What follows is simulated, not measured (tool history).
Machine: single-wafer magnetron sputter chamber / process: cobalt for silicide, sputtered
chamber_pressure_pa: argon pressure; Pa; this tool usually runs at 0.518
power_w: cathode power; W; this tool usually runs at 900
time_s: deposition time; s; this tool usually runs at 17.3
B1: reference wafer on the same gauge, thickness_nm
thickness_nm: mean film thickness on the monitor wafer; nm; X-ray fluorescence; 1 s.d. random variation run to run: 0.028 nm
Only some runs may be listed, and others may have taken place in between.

Run 1, hour 0.0: usual settings but power_w 1050 W, time_s 14.6 s; B1 8.894. Result: thickness_nm 6.662 nm.
Run 2, hour 17.3: usual settings; B1 8.890. Result: thickness_nm 7.000 nm.
At hour 22.9: gauge calibrated.
Run 3, hour 43.9: usual settings; B1 8.886. Result: thickness_nm 7.014 nm.
Run 4, hour 64.2: usual settings but chamber_pressure_pa 0.563 Pa; B1 8.894. Result: thickness_nm 6.827 nm.
Run 5, hour 81.9: usual settings; B1 8.897. Result: thickness_nm 6.906 nm.
Run 6, hour 105.0: usual settings; B1 8.887. Result: thickness_nm 6.905 nm.
Run 7, hour 142.8: usual settings; B1 8.908. Result: thickness_nm 6.842 nm.
Run 8, hour 163.6: usual settings; B1 8.896. Result: thickness_nm 6.791 nm.
At hour 173.6: sputter target and shields replaced, repeated, since the last time left the tool worse.
Run 9, hour 189.6: usual settings but time_s 15.6 s; B1 8.894. Result: thickness_nm 6.688 nm.
Run 10, hour 208.0: usual settings but time_s 15.6 s; B1 8.878. Result: thickness_nm 6.638 nm.
Run 11, hour 229.1: usual settings; B1 8.887. Result: thickness_nm 7.374 nm.
Run 12, hour 261.1: usual settings but chamber_pressure_pa 0.317 Pa, power_w 750 W, time_s 20.3 s; B1 8.882. Result: thickness_nm 8.257 nm.
Run 13, hour 287.3: usual settings but power_w 750 W, time_s 16.2 s; B1 8.889. Result: thickness_nm 5.981 nm.
Run 14, hour 316.6: usual settings but chamber_pressure_pa 0.424 Pa, power_w 1050 W, time_s 18.6 s; B1 8.891. Result: thickness_nm 9.331 nm.
Run 15, hour 339.0: usual settings but chamber_pressure_pa 0.330 Pa, power_w 1000 W; B1 8.883. Result: thickness_nm 8.726 nm.
Run 16, hour 373.4: usual settings but power_w 800 W, time_s 19.0 s; B1 8.894. Result: thickness_nm 7.251 nm.
Run 17, hour 406.6: usual settings but power_w 1100 W, time_s 15.7 s; B1 8.900. Result: thickness_nm 7.656 nm.
At hour 430.1: sputter target and shields replaced.
Run 18, hour 441.3: usual settings but chamber_pressure_pa 0.429 Pa, power_w 700 W, time_s 15.9 s; B1 8.897. Result: thickness_nm 5.859 nm.
Run 19, hour 459.6: usual settings but time_s 15.6 s; B1 8.896. Result: thickness_nm 6.702 nm.
Run 20, hour 475.7: usual settings but chamber_pressure_pa 0.333 Pa, power_w 1100 W, time_s 14.1 s; B1 8.892. Result: thickness_nm 7.815 nm.
Run 21, hour 498.1: usual settings but time_s 16.2 s; B1 8.885. Result: thickness_nm 6.957 nm.
Run 22, hour 523.6: usual settings; B1 8.893. Result: thickness_nm 7.401 nm.
At hour 552.2: magnet pack replaced.
Run 23, hour 552.7: usual settings but chamber_pressure_pa 0.408 Pa; B1 8.898. Result: thickness_nm 7.743 nm.
At hour 565.7: capacitance manometer re-zeroed and calibrated.
Run 24, hour 573.8: usual settings; B1 8.893. Result: thickness_nm 7.332 nm.
Run 25, hour 609.3: usual settings; B1 8.883. Result: thickness_nm 7.322 nm.
Run 26, hour 636.3: usual settings; B1 8.888. Result: thickness_nm 7.225 nm.
At hour 644.5: sputter target and shields replaced.
Run 27, hour 655.1: usual settings but power_w 850 W; B1 8.882. Result: thickness_nm 7.045 nm.
Run 28, hour 681.3: usual settings; B1 8.897. Result: thickness_nm 7.417 nm.
Run 29, hour 715.8: usual settings but power_w 750 W, time_s 16.1 s; B1 8.874. Result: thickness_nm 5.919 nm.
Run 30, hour 729.1: usual settings but power_w 750 W; B1 8.878. Result: thickness_nm 6.342 nm.
Run 31, hour 754.5: usual settings; B1 8.890. Result: thickness_nm 7.382 nm.
Run 32, hour 776.9: usual settings but chamber_pressure_pa 0.593 Pa, power_w 700 W, time_s 14.4 s; B1 8.896. Result: thickness_nm 4.837 nm.
Run 33, hour 794.8: usual settings but chamber_pressure_pa 0.348 Pa, power_w 850 W, time_s 20.4 s; B1 8.903. Result: thickness_nm 8.922 nm.
Run 34, hour 807.5: usual settings; B1 8.872. Result: thickness_nm 7.273 nm.

What if the next run were any one of these 5? Each begins from the tool's condition after run 34:
Run A, hour 807.9: usual settings; B1 ?. Result: thickness_nm ?.
Run B, hour 807.9: usual settings but chamber_pressure_pa 0.692 Pa, power_w 700 W, time_s 14.5 s; B1 ?. Result: thickness_nm ?.
Run C, hour 807.9: usual settings but chamber_pressure_pa 0.407 Pa, power_w 750 W, time_s 14.2 s; B1 ?. Result: thickness_nm ?.
Run D, hour 807.9: usual settings but power_w 800 W; B1 ?. Result: thickness_nm ?.
Run E, hour 807.9: usual settings but chamber_pressure_pa 0.434 Pa, power_w 750 W, time_s 15.6 s; B1 ?. Result: thickness_nm ?.

run     B1  thickness_nm
  A  8.869         7.297
  B  8.869         4.617
  C  8.869         5.466
  D  8.869         6.639
  E  8.869         5.927
What these runs would have given with no unlogged condition in the tool:
run  thickness_nm
  A         7.453
  B         4.715
  C         5.583
  D         6.781
  E         6.053
